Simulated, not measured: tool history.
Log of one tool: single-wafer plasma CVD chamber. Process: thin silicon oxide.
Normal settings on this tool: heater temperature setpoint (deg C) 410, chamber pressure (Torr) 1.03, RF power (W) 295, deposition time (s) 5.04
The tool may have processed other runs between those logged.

run   hour  heater temperature setpoint (deg C)  chamber pressure (Torr)  RF power (W)  deposition time (s)  wafers since the last listed run  hours since the last thermocouple change  hours since the last RF generator calibration  hours since the last manometer calibration  hours since the showerhead was replaced  hours since the gauge calibration  read-back reference wafer on the same gauge, thickness_nm  mean film thickness on the monitor wafer (angstrom)
  1      0                                  410                     1.03           295                 5.04                                 0                                    2489.3                                         1192.9                                      2276.8                                   3024.1                              239.3                                                      13.68                                               122.15
  2   56.8                                  410                     1.03           295                 5.04                              3099                                    2546.1                                         1249.7                                      2333.6                                   3080.9                              296.1                                                     13.699                                               121.26
  3    102                                  410                     1.03           295                 5.04                              2466                                    2591.3                                         1294.9                                      2378.8                                   3126.1                              341.3                                                     13.721                                               121.89
  4  204.9                                  410                     1.03           295                 5.04                              5614                                    2694.2                                         1397.8                                      2481.7                                     3229                              444.2                                                     13.693                                               120.91
  5  279.5                                  410                     1.03           295                 5.04                              4070                                    2768.8                                         1472.4                                      2556.3                                   3303.6                              518.8                                                      13.69                                               121.84
  6  333.6                                  410                     1.03           295                 5.04                              2951                                    2822.9                                         1526.5                                      2610.4                                   3357.7                              572.9                                                     13.714                                               120.02
     367.8  -- gauge calibrated
     400.1  -- RF generator calibrated
  7  400.4                                  410                     1.03           295                 5.04                              3208                                    2889.7                                            0.3                                      2677.2                                   3424.5                               32.6                                                     13.693                                               125.91
     411.2  -- thermocouple changed; heater temperature recalibrated
  8  446.6                                  410                     1.03           295                 5.04                              2084                                      35.4                                           46.5                                      2723.4                                   3470.7                               78.8                                                     13.693                                               125.86

What does the tool deliver on the next run?
     469.5  -- capacitance manometer re-zeroed and calibrated
  9  535.5                                  424                     1.03           295                 5.04                              4414                                     124.3                                          135.4                                          66                                   3559.6                              167.7                                                          ?                                                    ?

Run 9 measured read-back reference wafer on the same gauge, thickness_nm 13.707, mean film thickness on the monitor wafer (angstrom) 123.92.
With the hidden condition absent and the run-to-run variation left alone, this run would have shown mean film thickness on the monitor wafer (angstrom) 125.01.
